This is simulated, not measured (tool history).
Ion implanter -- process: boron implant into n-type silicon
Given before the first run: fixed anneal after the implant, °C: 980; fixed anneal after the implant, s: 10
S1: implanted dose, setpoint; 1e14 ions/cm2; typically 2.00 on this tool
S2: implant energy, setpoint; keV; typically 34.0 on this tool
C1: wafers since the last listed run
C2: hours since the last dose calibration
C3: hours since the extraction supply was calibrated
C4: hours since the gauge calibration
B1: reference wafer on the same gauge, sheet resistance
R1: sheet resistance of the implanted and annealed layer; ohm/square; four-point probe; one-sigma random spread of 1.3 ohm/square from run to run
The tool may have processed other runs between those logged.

{"run": 1, "hour": 0.0, "S1": 2.0, "S2": 28.0, "C1": 0, "C2": 119.1, "C3": 4236.7, "C4": 2020.7, "B1": 544.95, "R1": 471.64}
{"run": 2, "hour": 68.1, "S1": 1.77, "S2": 34.0, "C1": 1847, "C2": 187.2, "C3": 4304.8, "C4": 2088.8, "B1": 544.06, "R1": 491.28}
{"run": 3, "hour": 157.0, "S1": 2.0, "S2": 34.0, "C1": 2411, "C2": 276.1, "C3": 4393.7, "C4": 2177.7, "B1": 544.04, "R1": 455.55}
{"run": 4, "hour": 283.6, "S1": 2.0, "S2": 34.0, "C1": 3434, "C2": 402.7, "C3": 4520.3, "C4": 2304.3, "B1": 542.97, "R1": 453.5}
{"run": 5, "hour": 534.1, "S1": 2.0, "S2": 34.0, "C1": 6795, "C2": 653.2, "C3": 4770.8, "C4": 2554.8, "B1": 540.41, "R1": 454.84}
{"hour": 554.0, "done": "Faraday cup replaced and dose calibrated"}
{"run": 6, "hour": 602.1, "S1": 1.74, "S2": 26.0, "C1": 1627, "C2": 48.1, "C3": 4838.8, "C4": 2622.8, "B1": 539.47, "R1": 517.28}
{"run": 7, "hour": 673.6, "S1": 1.74, "S2": 26.0, "C1": 1939, "C2": 119.6, "C3": 4910.3, "C4": 2694.3, "B1": 539.09, "R1": 514.93}
{"run": 8, "hour": 731.6, "S1": 2.0, "S2": 34.0, "C1": 1573, "C2": 177.6, "C3": 4968.3, "C4": 2752.3, "B1": 538.21, "R1": 452.08}
{"run": 9, "hour": 818.2, "S1": 2.0, "S2": 34.0, "C1": 2349, "C2": 264.2, "C3": 5054.9, "C4": 2838.9, "B1": 537.18, "R1": 449.29}
{"run": 10, "hour": 905.5, "S1": 2.0, "S2": 34.0, "C1": 2368, "C2": 351.5, "C3": 5142.2, "C4": 2926.2, "B1": 536.87, "R1": 447.82}
{"run": 11, "hour": 988.9, "S1": 2.0, "S2": 34.0, "C1": 2262, "C2": 434.9, "C3": 5225.6, "C4": 3009.6, "B1": 536.02, "R1": 449.0}
{"hour": 990.8, "done": "gauge calibrated"}
{"run": 12, "hour": 1242.0, "S1": 2.0, "S2": 34.0, "C1": 6865, "C2": 688.0, "C3": 5478.7, "C4": 251.2, "B1": 552.7, "R1": 463.03}
{"hour": 1323.8, "done": "Faraday cup replaced and dose calibrated"}
{"hour": 1331.3, "done": "extraction supply calibrated"}
{"run": 13, "hour": 1339.6, "S1": 2.0, "S2": 34.0, "C1": 2227, "C2": 15.8, "C3": 8.3, "C4": 348.8, "B1": 553.15, "R1": 463.52}
{"run": 14, "hour": 1376.2, "S1": 2.0, "S2": 34.0, "C1": 992, "C2": 52.4, "C3": 44.9, "C4": 385.4, "B1": 552.99, "R1": 462.76}
{"run": 15, "hour": 1441.7, "S1": 2.0, "S2": 34.0, "C1": 1776, "C2": 117.9, "C3": 110.4, "C4": 450.9, "B1": 552.87, "R1": 459.97}
{"run": 16, "hour": 1526.9, "S1": 2.0, "S2": 34.0, "C1": 2311, "C2": 203.1, "C3": 195.6, "C4": 536.1, "B1": 552.2, "R1": 463.22}
{"run": 17, "hour": 1606.6, "S1": 2.0, "S2": 34.0, "C1": 2161, "C2": 282.8, "C3": 275.3, "C4": 615.8, "B1": 552.75, "R1": 463.25}
{"run": 18, "hour": 1647.6, "S1": 2.0, "S2": 34.0, "C1": 1112, "C2": 323.8, "C3": 316.3, "C4": 656.8, "B1": 552.48, "R1": 462.19}
{"run": 19, "hour": 1702.7, "S1": 1.62, "S2": 42.5, "C1": 1494, "C2": 378.9, "C3": 371.4, "C4": 711.9, "B1": 552.58, "R1": 509.47}
{"run": 20, "hour": 1752.5, "S1": 2.47, "S2": 42.5, "C1": 1350, "C2": 428.7, "C3": 421.2, "C4": 761.7, "B1": 552.22, "R1": 388.97}
{"run": 21, "hour": 1832.6, "S1": 1.6, "S2": 39.5, "C1": 2172, "C2": 508.8, "C3": 501.3, "C4": 841.8, "B1": 551.93, "R1": 521.97}
{"run": 22, "hour": 1889.2, "S1": 2.0, "S2": 34.0, "C1": 1535, "C2": 565.4, "C3": 557.9, "C4": 898.4, "B1": 551.75, "R1": 460.76}
{"run": 23, "hour": 1946.0, "S1": 1.4, "S2": 25.0, "C1": 1540, "C2": 622.2, "C3": 614.7, "C4": 955.2, "B1": 551.67, "R1": 617.84}
{"run": 24, "hour": 2003.6, "S1": 1.79, "S2": 24.0, "C1": 1562, "C2": 679.8, "C3": 672.3, "C4": 1012.8, "B1": 551.44, "R1": 524.21}
{"hour": 2027.0, "done": "Faraday cup replaced and dose calibrated"}
{"run": 25, "hour": 2061.0, "S1": 2.27, "S2": 22.5, "C1": 1340, "C2": 34.0, "C3": 729.7, "C4": 1070.2, "B1": 551.0, "R1": 443.87}
{"run": 26, "hour": 2120.5, "S1": 2.45, "S2": 34.0, "C1": 1613, "C2": 93.5, "C3": 789.2, "C4": 1129.7, "B1": 550.51, "R1": 402.11}
{"run": 27, "hour": 2209.3, "S1": 2.51, "S2": 45.5, "C1": 2408, "C2": 182.3, "C3": 878.0, "C4": 1218.5, "B1": 551.11, "R1": 380.73}
{"run": 28, "hour": 2259.9, "S1": 1.42, "S2": 29.0, "C1": 1372, "C2": 232.9, "C3": 928.6, "C4": 1269.1, "B1": 550.0, "R1": 596.66}
{"run": 29, "hour": 2328.9, "S1": 2.59, "S2": 27.0, "C1": 1871, "C2": 301.9, "C3": 997.6, "C4": 1338.1, "B1": 549.68, "R1": 397.87}
{"run": 30, "hour": 2436.8, "S1": 2.0, "S2": 34.0, "C1": 2926, "C2": 409.8, "C3": 1105.5, "C4": 1446.0, "B1": 549.33, "R1": 461.79}
{"run": 31, "hour": 2513.2, "S1": 2.48, "S2": 24.5, "C1": 2072, "C2": 486.2, "C3": 1181.9, "C4": 1522.4, "B1": 548.79, "R1": 411.48}
{"run": 32, "hour": 2766.3, "S1": 2.0, "S2": 34.0, "C1": 6865, "C2": 739.3, "C3": 1435.0, "C4": 1775.5, "B1": 547.46, "R1": 457.8}
{"hour": 2811.5, "done": "Faraday cup replaced and dose calibrated"}
{"run": 33, "hour": 2821.4, "S1": 2.25, "S2": 28.5, "C1": 1277, "C2": 9.9, "C3": 1490.1, "C4": 1830.6, "B1": 547.31, "R1": 432.2}
{"run": 34, "hour": 2925.7, "S1": 1.62, "S2": 42.5, "C1": 2829, "C2": 114.2, "C3": 1594.4, "C4": 1934.9, "B1": 545.71, "R1": 507.28}
{"run": 35, "hour": 2967.9, "S1": 1.54, "S2": 30.0, "C1": 1144, "C2": 156.4, "C3": 1636.6, "C4": 1977.1, "B1": 545.64, "R1": 557.99}
{"run": 36, "hour": 3044.8, "S1": 1.5, "S2": 38.0, "C1": 2085, "C2": 233.3, "C3": 1713.5, "C4": 2054.0, "B1": 545.05, "R1": 542.75}
{"run": 37, "hour": 3108.4, "S1": 1.61, "S2": 27.0, "C1": 1725, "C2": 296.9, "C3": 1777.1, "C4": 2117.6, "B1": 544.35, "R1": 548.0}
{"run": 38, "hour": 3203.5, "S1": 2.0, "S2": 40.5, "C1": 2579, "C2": 392.0, "C3": 1872.2, "C4": 2212.7, "B1": 543.66, "R1": 443.56}

Hidden state, per run?
deviation of the true dose from the Faraday cup's reading, %: 0 on each run
deviation of the true energy from its setpoint, %: 0 on each run
H1: gauge reads high (%)
run=1 H1=-1.59
run=2 H1=-1.69
run=3 H1=-1.82
run=4 H1=-2.02
run=5 H1=-2.44
run=6 H1=-2.56
run=7 H1=-2.69
run=8 H1=-2.8
run=9 H1=-2.97
run=10 H1=-3.14
run=11 H1=-3.31
run=12 H1=-0.148
run=13 H1=-0.169
run=14 H1=-0.178
run=15 H1=-0.197
run=16 H1=-0.226
run=17 H1=-0.258
run=18 H1=-0.276
run=19 H1=-0.302
run=20 H1=-0.327
run=21 H1=-0.372
run=22 H1=-0.406
run=23 H1=-0.442
run=24 H1=-0.481
run=25 H1=-0.523
run=26 H1=-0.568
run=27 H1=-0.64
run=28 H1=-0.683
run=29 H1=-0.746
run=30 H1=-0.85
run=31 H1=-0.928
run=32 H1=-1.22
run=33 H1=-1.29
run=34 H1=-1.42
run=35 H1=-1.48
run=36 H1=-1.59
run=37 H1=-1.68
run=38 H1=-1.82

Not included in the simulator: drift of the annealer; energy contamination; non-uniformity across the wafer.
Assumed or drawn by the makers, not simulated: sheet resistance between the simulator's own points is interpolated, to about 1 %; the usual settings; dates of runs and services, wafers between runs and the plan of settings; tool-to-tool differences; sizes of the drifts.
